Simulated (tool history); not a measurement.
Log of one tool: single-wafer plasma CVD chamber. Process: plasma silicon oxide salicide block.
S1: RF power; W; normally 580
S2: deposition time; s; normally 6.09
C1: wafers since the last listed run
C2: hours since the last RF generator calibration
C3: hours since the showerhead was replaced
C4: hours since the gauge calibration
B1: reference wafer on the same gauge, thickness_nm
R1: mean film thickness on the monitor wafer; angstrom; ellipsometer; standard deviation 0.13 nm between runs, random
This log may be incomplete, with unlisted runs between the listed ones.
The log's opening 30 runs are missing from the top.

run,hour,S1,S2,C1,C2,C3,C4,B1,R1
31,747.2,530,5.19,440,337.2,3569.4,1290.3,64.655,486.96
32,759.3,520,5.1,201,349.3,3581.5,1302.4,64.688,479.6
33,793,495,5.42,561,383,3615.2,1336.1,64.646,504.31
34,821.8,580,5.32,480,411.8,3644,1364.9,64.648,509.73
35,854.8,690,6.99,550,444.8,3677,1397.9,64.621,690.55
36,868.6,550,7.22,230,458.6,3690.8,1411.7,64.651,688.17
37,898.3,630,7.26,495,488.3,3720.5,1441.4,64.623,706.27
38,921.2,580,6.09,381,511.2,3743.4,1464.3,64.613,582.79
# hour 947: gauge calibrated
39,956.2,580,5.57,583,546.2,3778.4,9.2,66.223,545.31
# hour 976.4: showerhead replaced
40,990.1,580,6.09,431,580.1,13.7,43.1,66.096,596.89
41,1011.9,535,5.5,363,601.9,35.5,64.9,66.065,528.96
42,1040.5,625,5.46,476,630.5,64.1,93.5,65.952,541.17
43,1139.7,580,6.09,1653,729.7,163.3,192.7,65.687,595.18
44,1155.2,665,6.09,258,745.2,178.8,208.2,65.648,609.65
45,1256.4,580,5.27,1687,846.4,280,309.4,65.421,512.35

Each row is a separate what-if for the run after 45, all from the same tool condition, not one after another. Results?
A,1256.8,580,6.09,6,846.8,280.4,309.8,?,?
B,1256.8,655,6.82,6,846.8,280.4,309.8,?,?
C,1256.8,580,5.06,6,846.8,280.4,309.8,?,?

run,B1,R1
A,65.407,590.14
B,65.407,676.7
C,65.407,490.33
Take away the tool's hidden state, keep each run's random variation, and the runs would have read:
run,R1
A,598.86
B,686.71
C,497.58
